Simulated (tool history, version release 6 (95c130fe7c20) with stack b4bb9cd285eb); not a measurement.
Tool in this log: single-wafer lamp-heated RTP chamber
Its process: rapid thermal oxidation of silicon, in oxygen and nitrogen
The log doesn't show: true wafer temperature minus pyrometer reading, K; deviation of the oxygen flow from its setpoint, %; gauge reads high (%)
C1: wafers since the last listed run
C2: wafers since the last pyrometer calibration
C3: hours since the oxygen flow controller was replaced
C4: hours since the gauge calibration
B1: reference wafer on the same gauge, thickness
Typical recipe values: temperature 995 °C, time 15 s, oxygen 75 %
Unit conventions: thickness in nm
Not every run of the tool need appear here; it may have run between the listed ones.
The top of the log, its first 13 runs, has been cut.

Run 14, hour 992.5: usual settings; C1 541; C2 4576; C3 4543.6; C4 1617.5; B1 2.709. Result: thickness 3.122 nm.
Run 15, hour 1069.6: usual settings; C1 496; C2 5073; C3 4620.7; C4 1694.6; B1 2.709. Result: thickness 3.128 nm.
Run 16, hour 1105.8: usual settings but temperature 987 °C, oxygen 92 %; C1 233; C2 5306; C3 4656.9; C4 1730.8; B1 2.71. Result: thickness 3.158 nm.
Run 17, hour 1186.8: usual settings but temperature 987 °C, oxygen 92 %; C1 521; C2 5828; C3 4737.9; C4 1811.8; B1 2.709. Result: thickness 3.15 nm.
Run 18, hour 1269.9: usual settings but temperature 987 °C, oxygen 92 %; C1 535; C2 6363; C3 4821; C4 1894.9; B1 2.709. Result: thickness 3.161 nm.
Run 19, hour 1365.2: usual settings; C1 614; C2 6978; C3 4916.3; C4 1990.2; B1 2.71. Result: thickness 3.135 nm.
Run 20, hour 1424: usual settings but time 20 s, oxygen 57 %; C1 378; C2 7356; C3 4975.1; C4 2049; B1 2.711. Result: thickness 3.205 nm.
Run 21, hour 1490: usual settings but temperature 965 °C, time 18 s; C1 425; C2 7782; C3 5041.1; C4 2115; B1 2.71. Result: thickness 2.822 nm.
At hour 1595.3: pyrometer window cleaned and pyrometer calibrated.
At hour 1602: oxygen flow controller replaced.
Run 22, hour 1602.5: usual settings but temperature 971 °C, time 20 s, oxygen 57 %; C1 629; C2 3; C3 0.5; C4 2227.5; B1 2.711. Result: thickness 2.889 nm.
At hour 1627.5: gauge calibrated.
Run 23, hour 1694.4: usual settings but temperature 1020 °C, time 22 s, oxygen 98 %; C1 592; C2 595; C3 92.4; C4 66.9; B1 2.711. Result: thickness 4.734 nm.
Run 24, hour 1739.8: usual settings; C1 292; C2 887; C3 137.8; C4 112.3; B1 2.709. Result: thickness 3.241 nm.
Run 25, hour 1780.5: usual settings but temperature 972 °C, time 18 s; C1 262; C2 1150; C3 178.5; C4 153; B1 2.711. Result: thickness 3.019 nm.
Run 26, hour 1842.3: usual settings but temperature 981 °C; C1 398; C2 1548; C3 240.3; C4 214.8; B1 2.71. Result: thickness 3.005 nm.
Run 27, hour 1946.9: usual settings; C1 674; C2 2222; C3 344.9; C4 319.4; B1 2.71. Result: thickness 3.257 nm.
At hour 1996: pyrometer window cleaned and pyrometer calibrated, repeated, since the last time left the tool worse.
Run 28, hour 2048.3: usual settings but temperature 1008 °C, time 21 s, oxygen 97 %; C1 601; C2 336; C3 446.3; C4 420.8; B1 2.71. Result: thickness 4.04 nm.
Run 29, hour 2116.9: usual settings but time 12 s, oxygen 86 %; C1 442; C2 778; C3 514.9; C4 489.4; B1 2.71. Result: thickness 2.972 nm.
Run 30, hour 2175.2: usual settings; C1 375; C2 1154; C3 573.2; C4 547.7; B1 2.71. Result: thickness 3.09 nm.
Run 31, hour 2233.9: usual settings; C1 378; C2 1532; C3 631.9; C4 606.4; B1 2.71. Result: thickness 3.081 nm.
Run 32, hour 2321.2: usual settings but time 22 s, oxygen 84 %; C1 562; C2 2095; C3 719.2; C4 693.7; B1 2.71. Result: thickness 3.65 nm.
Run 33, hour 2387.5: usual settings but oxygen 98 %; C1 427; C2 2522; C3 785.5; C4 760; B1 2.71. Result: thickness 3.339 nm.
Run 34, hour 2464.3: usual settings but temperature 984 °C, time 22 s, oxygen 57 %; C1 494; C2 3017; C3 862.3; C4 836.8; B1 2.71. Result: thickness 3.088 nm.
Run 35, hour 2520.7: usual settings but temperature 1011 °C, time 10 s, oxygen 58 %; C1 363; C2 3381; C3 918.7; C4 893.2; B1 2.71. Result: thickness 2.809 nm.
Run 36, hour 2577.7: usual settings; C1 367; C2 3748; C3 975.7; C4 950.2; B1 2.709. Result: thickness 3.121 nm.
Run 37, hour 2639.4: usual settings but temperature 1010 °C, time 13 s; C1 397; C2 4146; C3 1037.4; C4 1011.9; B1 2.711. Result: thickness 3.244 nm.
Run 38, hour 2724.9: usual settings but oxygen 56 %; C1 550; C2 4696; C3 1122.9; C4 1097.4; B1 2.711. Result: thickness 2.902 nm.

Here are 4 independent what-if runs from the current tool condition. What would each one return?
Run A, hour 2725.4: usual settings but time 10 s; C1 3; C2 4700; C3 1123.4; C4 1097.9; B1 ?. Result: thickness ?.
Run B, hour 2725.4: usual settings but time 8 s, oxygen 64 %; C1 3; C2 4700; C3 1123.4; C4 1097.9; B1 ?. Result: thickness ?.
Run C, hour 2725.4: usual settings but oxygen 50 %; C1 3; C2 4700; C3 1123.4; C4 1097.9; B1 ?. Result: thickness ?.
Run D, hour 2725.4: usual settings but temperature 970 °C, time 17 s, oxygen 56 %; C1 3; C2 4700; C3 1123.4; C4 1097.9; B1 ?. Result: thickness ?.

run     B1  thickness
  A  2.711       2.77
  B  2.711      2.539
  C  2.711      2.832
  D  2.711      2.677
Stripped of hidden state, with their random variation kept, the same runs would have yielded:
run  thickness
  A      2.714
  B      2.496
  C      2.776
  D       2.63
